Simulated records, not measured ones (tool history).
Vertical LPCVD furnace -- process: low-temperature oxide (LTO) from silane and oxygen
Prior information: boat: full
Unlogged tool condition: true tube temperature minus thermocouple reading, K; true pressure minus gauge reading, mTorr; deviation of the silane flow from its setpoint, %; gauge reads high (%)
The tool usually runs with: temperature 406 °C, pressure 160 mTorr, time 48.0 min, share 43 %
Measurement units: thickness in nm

run     day  temperature  pressure  time  share  wafers since the last listed run  hours since the last temperature calibration  hours since the pressure gauge was zeroed  hours since the silane flow controller was replaced  hours since the gauge calibration  read-back reference wafer on the same gauge, thickness  thickness
  1   0.000          406       160  48.0     43                                 0                                        1810.8                                     3090.7                                               1505.9                              335.0                                                  401.10     362.85
  2   1.096          406       160  39.0     43                               332                                        1837.1                                     3117.0                                               1532.2                              361.3                                                  400.93     297.42
  3   2.129          406       160  39.0     43                               313                                        1861.9                                     3141.8                                               1557.0                              386.1                                                  401.08     296.29
  4   5.183          406       160  39.0     43                               927                                        1935.2                                     3215.1                                               1630.3                              459.4                                                  400.96     298.13
  5   7.992          406       160  39.5     43                               852                                        2002.6                                     3282.5                                               1697.7                              526.8                                                  400.86     301.68
  6   9.308          406       160  48.0     43                               399                                        2034.2                                     3314.1                                               1729.3                              558.4                                                  401.08     367.79
  7  12.258          406       160  48.0     46                               896                                        2105.0                                     3384.9                                               1800.1                              629.2                                                  400.96     394.41
     13.783  -- thermocouples replaced and temperature profile calibrated
     14.633  -- pressure gauge zeroed
  8  14.654          406       160  48.0     46                               166                                          20.9                                        0.5                                               1857.6                              686.7                                                  400.76     376.19
  9  16.371          406       160  48.0     43                               521                                          62.1                                       41.7                                               1898.8                              727.9                                                  400.97     351.96
 10  17.675          406       160  48.0     43                               396                                          93.4                                       73.0                                               1930.1                              759.2                                                  400.80     351.57
 11  19.367          406       160  48.0     43                               513                                         134.0                                      113.6                                               1970.7                              799.8                                                  401.10     352.77
 12  21.708          396       170  62.5     40                               711                                         190.2                                      169.8                                               2026.9                              856.0                                                  401.03     404.19
 13  23.342          406       160  64.5     43                               496                                         229.4                                      209.0                                               2066.1                              895.2                                                  401.06     472.73
 14  25.596          417       190  48.0     43                               684                                         283.5                                      263.1                                               2120.2                              949.3                                                  401.05     471.13
 15  27.079          406       160  34.5     41                               450                                         319.1                                      298.7                                               2155.8                              984.9                                                  401.00     241.43
     28.688  -- silane flow controller replaced
     28.900  -- gauge calibrated
 16  29.396          406       160  48.0     43                               399                                         374.7                                      354.3                                                 17.0                               11.9                                                  401.11     352.85
 17  30.417          406       175  48.0     50                               310                                         399.2                                      378.8                                                 41.5                               36.4                                                  401.01     445.30
 18  32.496          396       170  62.5     40                               631                                         449.1                                      428.7                                                 91.4                               86.3                                                  401.00     403.02
 19  34.912          409       160  33.5     47                               734                                         507.1                                      486.7                                                149.4                              144.3                                                  401.04     278.35
 20  37.000          406       135  30.0     43                               634                                         557.2                                      536.8                                                199.5                              194.4                                                  401.13     186.91
 21  39.404          413       180  36.0     46                               730                                         614.9                                      594.5                                                257.2                              252.1                                                  401.07     344.31
 22  42.296          406       185  40.0     50                               878                                         684.3                                      663.9                                                326.6                              321.5                                                  401.03     393.43

4 ways to go on from here, each from the tool as it stands after run 22. What would each give?
  A  42.521          406       160  48.0     43                                68                                         689.7                                      669.3                                                332.0                              326.9                                                       ?          ?
  B  42.521          406       160  48.0     36                                68                                         689.7                                      669.3                                                332.0                              326.9                                                       ?          ?
  C  42.521          410       160  35.5     35                                68                                         689.7                                      669.3                                                332.0                              326.9                                                       ?          ?
  D  42.521          415       160  48.0     43                                68                                         689.7                                      669.3                                                332.0                              326.9                                                       ?          ?

run  read-back reference wafer on the same gauge, thickness  thickness
  A                                                  401.00     354.73
  B                                                  401.00     287.43
  C                                                  401.00     214.21
  D                                                  401.00     389.16
Had the tool no hidden state, the same runs would have come out as:
run  thickness
  A     351.09
  B     284.32
  C     211.91
  D     385.31

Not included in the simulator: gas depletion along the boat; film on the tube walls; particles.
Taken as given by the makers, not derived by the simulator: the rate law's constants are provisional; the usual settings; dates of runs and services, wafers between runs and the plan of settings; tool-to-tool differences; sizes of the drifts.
